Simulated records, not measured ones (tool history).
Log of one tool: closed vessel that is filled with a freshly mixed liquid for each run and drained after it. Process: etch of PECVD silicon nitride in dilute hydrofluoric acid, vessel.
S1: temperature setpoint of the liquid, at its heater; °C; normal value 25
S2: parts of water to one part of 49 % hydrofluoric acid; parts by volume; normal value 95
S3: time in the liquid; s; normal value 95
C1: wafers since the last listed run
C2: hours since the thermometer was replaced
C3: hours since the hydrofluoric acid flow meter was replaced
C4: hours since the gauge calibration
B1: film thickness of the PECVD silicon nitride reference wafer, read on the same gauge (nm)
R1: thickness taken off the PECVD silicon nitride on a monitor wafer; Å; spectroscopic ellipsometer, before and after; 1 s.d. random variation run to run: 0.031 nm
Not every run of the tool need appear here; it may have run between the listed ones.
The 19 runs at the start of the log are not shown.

| run | hour | S1 | S2 | S3 | C1 | C2 | C3 | C4 | B1 | R1 |
|---|---|---|---|---|---|---|---|---|---|---|
| 20 | 267.5 | 25 | 95 | 145 | 2123 | 182.2 | 69.4 | 344.1 | 129.98 | 81.84 |
| 21 | 279.9 | 28.5 | 140 | 120 | 1605 | 194.6 | 81.8 | 356.5 | 130.019 | 57.66 |
| 22 | 292.7 | 25 | 95 | 95 | 1657 | 207.4 | 94.6 | 369.3 | 129.99 | 54.18 |
| 23 | 309.9 | 21 | 60 | 95 | 2227 | 224.6 | 111.8 | 386.5 | 130.005 | 64.81 |
| 24 | 317 | 25 | 95 | 95 | 919 | 231.7 | 118.9 | 393.6 | 130.021 | 54.59 |
|  | 325.2 | gauge calibrated |
| 25 | 332.8 | 26.5 | 145 | 95 | 2046 | 247.5 | 134.7 | 7.6 | 129.988 | 38.54 |
| 26 | 376.9 | 25 | 95 | 95 | 5711 | 291.6 | 178.8 | 51.7 | 130.02 | 54.01 |
| 27 | 386.5 | 25 | 60 | 115 | 1243 | 301.2 | 188.4 | 61.3 | 130.006 | 103.88 |
| 28 | 394.4 | 25 | 120 | 95 | 1023 | 309.1 | 196.3 | 69.2 | 130.012 | 42.75 |
| 29 | 408.1 | 27.5 | 95 | 95 | 1774 | 322.8 | 210 | 82.9 | 129.998 | 63.63 |
| 30 | 421.3 | 29.5 | 50 | 95 | 1709 | 336 | 223.2 | 96.1 | 130.012 | 136.69 |
| 31 | 429 | 23.5 | 115 | 145 | 997 | 343.7 | 230.9 | 103.8 | 129.977 | 62.07 |
| 32 | 435.9 | 21 | 135 | 70 | 893 | 350.6 | 237.8 | 110.7 | 130.03 | 21.61 |

Each row is a separate what-if for the run after 32, all from the same tool condition, not one after another. Results?
| A | 436.6 | 26.5 | 95 | 95 | 90 | 351.3 | 238.5 | 111.4 | ? | ? |
| B | 436.6 | 21 | 95 | 110 | 90 | 351.3 | 238.5 | 111.4 | ? | ? |
| C | 436.6 | 29 | 65 | 110 | 90 | 351.3 | 238.5 | 111.4 | ? | ? |
| D | 436.6 | 25 | 125 | 95 | 90 | 351.3 | 238.5 | 111.4 | ? | ? |

| run | B1 | R1 |
|---|---|---|
| A | 130.027 | 59.48 |
| B | 130.027 | 47.98 |
| C | 130.027 | 118 |
| D | 130.027 | 41.09 |
With no hidden state in the tool, these same runs would have given:
| run | R1 |
|---|---|
| A | 57.66 |
| B | 46.39 |
| C | 114.42 |
| D | 39.84 |
